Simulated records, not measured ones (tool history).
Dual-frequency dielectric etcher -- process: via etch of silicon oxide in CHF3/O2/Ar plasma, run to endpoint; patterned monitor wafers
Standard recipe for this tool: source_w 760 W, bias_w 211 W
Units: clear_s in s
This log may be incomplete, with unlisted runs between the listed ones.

run    hour  source_w  bias_w  incoming incoming film thickness, nm  clear_s
  1     0.0       760     211                                 408.3    188.4
  2    65.5       760     211                                 408.9    190.5
      165.4  -- wet clean of the chamber
  3   165.9       760     211                                 404.8    188.7
      418.3  -- upper electrode replaced
  4   455.2       760     211                                 403.7    186.4
      502.0  -- wet clean of the chamber
      514.5  -- source power generator calibrated
  5   554.0       760     211                                 410.2    190.7
  6   593.3       760     197                                 403.9    188.6
  7   643.5       880     237                                 405.2    169.0
  8   692.3       660     232                                 403.4    199.7
  9   747.8       680     164                                 409.4    212.7
      777.6  -- bias power generator calibrated
 10   785.2       760     211                                 405.4    186.6
      859.0  -- wet clean of the chamber
 11   859.5       760     232                                 404.2    182.0
 12   898.9       760     211                                 409.7    187.4
 13   969.6       670     211                                 405.2    202.8
 14  1038.5       760     258                                 405.6    181.4

State the hidden condition of the tool at each of the runs:
etch rate over this chamber's usual, %: 0, the same for each run
source power that arrives over what is set, %: 0, the same for each run
bias power that arrives over what is set, %: 0, the same for each run
